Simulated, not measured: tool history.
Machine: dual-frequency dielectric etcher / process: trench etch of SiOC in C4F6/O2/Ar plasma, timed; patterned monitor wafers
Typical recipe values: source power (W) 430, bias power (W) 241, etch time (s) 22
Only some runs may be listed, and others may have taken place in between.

| run | hour | source power (W) | bias power (W) | etch time (s) | wafers since the last listed run | hours since the last wet clean | hours since the last source power generator calibration | hours since the last bias power generator calibration | hours since the last upper electrode change | hours since the gauge calibration | read-back reference wafer on the same gauge, depth_nm | mean etch depth across the wafer (Å) |
|---|---|---|---|---|---|---|---|---|---|---|---|---|
| 1 | 0 | 380 | 204 | 22 | 0 | 98.6 | 1258.6 | 2720.2 | 3818.2 | 1258.1 | 44.8 | 456 |
| 2 | 63.9 | 430 | 241 | 20.5 | 1137 | 162.5 | 1322.5 | 2784.1 | 3882.1 | 1322 | 44.9 | 462 |
| 3 | 111.1 | 430 | 241 | 20.5 | 840 | 209.7 | 1369.7 | 2831.3 | 3929.3 | 1369.2 | 44.9 | 462 |
| 4 | 175.2 | 430 | 241 | 22 | 1141 | 273.8 | 1433.8 | 2895.4 | 3993.4 | 1433.3 | 44.9 | 486 |
| 5 | 223.7 | 430 | 241 | 22 | 863 | 322.3 | 1482.3 | 2943.9 | 4041.9 | 1481.8 | 44.9 | 481 |
|  | 337.2 | wet clean of the chamber |
| 6 | 337.7 | 430 | 241 | 22 | 1602 | 0.5 | 1596.3 | 3057.9 | 4155.9 | 1595.8 | 44.8 | 503 |
| 7 | 363.8 | 430 | 288 | 22 | 464 | 26.6 | 1622.4 | 3084 | 4182 | 1621.9 | 44.9 | 525 |
| 8 | 413.5 | 430 | 241 | 22 | 884 | 76.3 | 1672.1 | 3133.7 | 4231.7 | 1671.6 | 44.9 | 500 |
| 9 | 441.6 | 430 | 241 | 22 | 500 | 104.4 | 1700.2 | 3161.8 | 4259.8 | 1699.7 | 45 | 500 |
| 10 | 471.4 | 430 | 241 | 22 | 530 | 134.2 | 1730 | 3191.6 | 4289.6 | 1729.5 | 44.9 | 495 |
|  | 504.5 | source power generator calibrated |
| 11 | 527.4 | 430 | 261 | 27.5 | 925 | 190.2 | 22.9 | 3247.6 | 4345.6 | 1785.5 | 44.9 | 630 |
| 12 | 596.1 | 370 | 241 | 27.5 | 1223 | 258.9 | 91.6 | 3316.3 | 4414.3 | 1854.2 | 45 | 571 |
| 13 | 642.6 | 430 | 241 | 22 | 828 | 305.4 | 138.1 | 3362.8 | 4460.8 | 1900.7 | 45 | 490 |
|  | 725.8 | wet clean of the chamber |
|  | 729.6 | bias power generator calibrated |
| 14 | 730.1 | 430 | 241 | 18 | 1061 | 4.3 | 225.6 | 0.5 | 4548.3 | 1988.2 | 44.9 | 414 |
| 15 | 773 | 470 | 282 | 24 | 763 | 47.2 | 268.5 | 43.4 | 4591.2 | 2031.1 | 45 | 593 |
|  | 860.9 | upper electrode replaced |
| 16 | 861.4 | 430 | 217 | 22 | 1146 | 135.6 | 356.9 | 131.8 | 0.5 | 2119.5 | 44.9 | 487 |
| 17 | 902.7 | 350 | 273 | 18 | 735 | 176.9 | 398.2 | 173.1 | 41.8 | 2160.8 | 45 | 385 |
| 18 | 939.9 | 460 | 241 | 15.5 | 662 | 214.1 | 435.4 | 210.3 | 79 | 2198 | 45 | 358 |
| 19 | 997.7 | 430 | 241 | 17 | 1029 | 271.9 | 493.2 | 268.1 | 136.8 | 2255.8 | 44.9 | 379 |
|  | 1006.3 | gauge calibrated |
| 20 | 1028.3 | 480 | 241 | 27.5 | 544 | 302.5 | 523.8 | 298.7 | 167.4 | 22 | 44.9 | 639 |
| 21 | 1073.8 | 390 | 241 | 23.5 | 810 | 348 | 569.3 | 344.2 | 212.9 | 67.5 | 45 | 498 |
|  | 1124.7 | wet clean of the chamber |
| 22 | 1125.2 | 430 | 241 | 28.5 | 487 | 0.5 | 620.7 | 395.6 | 264.3 | 118.9 | 44.8 | 661 |
| 23 | 1180.1 | 430 | 288 | 26 | 977 | 55.4 | 675.6 | 450.5 | 319.2 | 173.8 | 45 | 615 |
| 24 | 1230.6 | 430 | 241 | 22 | 899 | 105.9 | 726.1 | 501 | 369.7 | 224.3 | 44.9 | 496 |
| 25 | 1282.7 | 430 | 241 | 22 | 927 | 158 | 778.2 | 553.1 | 421.8 | 276.4 | 44.9 | 498 |
| 26 | 1341.2 | 490 | 267 | 16.5 | 1041 | 216.5 | 836.7 | 611.6 | 480.3 | 334.9 | 44.9 | 399 |
| 27 | 1404.5 | 430 | 241 | 26.5 | 1127 | 279.8 | 900 | 674.9 | 543.6 | 398.2 | 45 | 583 |
| 28 | 1452.1 | 430 | 241 | 22 | 847 | 327.4 | 947.6 | 722.5 | 591.2 | 445.8 | 44.9 | 481 |
|  | 1513.2 | wet clean of the chamber |
| 29 | 1513.7 | 350 | 257 | 16.5 | 669 | 0.5 | 1009.2 | 784.1 | 652.8 | 507.4 | 44.9 | 351 |

Some steps in mean etch depth across the wafer (Å) between neighbouring runs. How much of each would the tool show without its hidden state too (settings, what came in, random variation), and how much is left for the hidden state, with any gauge scatter that isn't in both results?
Unlogged tool condition in this case: etch rate over this chamber's usual, %; source power that arrives over what is set, %; bias power that arrives over what is set, %; gauge reads high (%).
Run 5 -> 6: wet clean of the chamber. mean etch depth across the wafer (Å) +22: hidden state +20, all else +2.
Run 13 -> 14: etch time (s) 22 -> 18, wet clean of the chamber, bias power generator calibrated. mean etch depth across the wafer (Å) -76: hidden state +23, all else -99.
Run 19 -> 20: source power (W) 430 -> 480, etch time (s) 17 -> 27.5, gauge calibrated. mean etch depth across the wafer (Å) +260: hidden state -11, all else +271.
Run 26 -> 27: source power (W) 490 -> 430, bias power (W) 267 -> 241, etch time (s) 16.5 -> 26.5. mean etch depth across the wafer (Å) +184: hidden state -10, all else +194.

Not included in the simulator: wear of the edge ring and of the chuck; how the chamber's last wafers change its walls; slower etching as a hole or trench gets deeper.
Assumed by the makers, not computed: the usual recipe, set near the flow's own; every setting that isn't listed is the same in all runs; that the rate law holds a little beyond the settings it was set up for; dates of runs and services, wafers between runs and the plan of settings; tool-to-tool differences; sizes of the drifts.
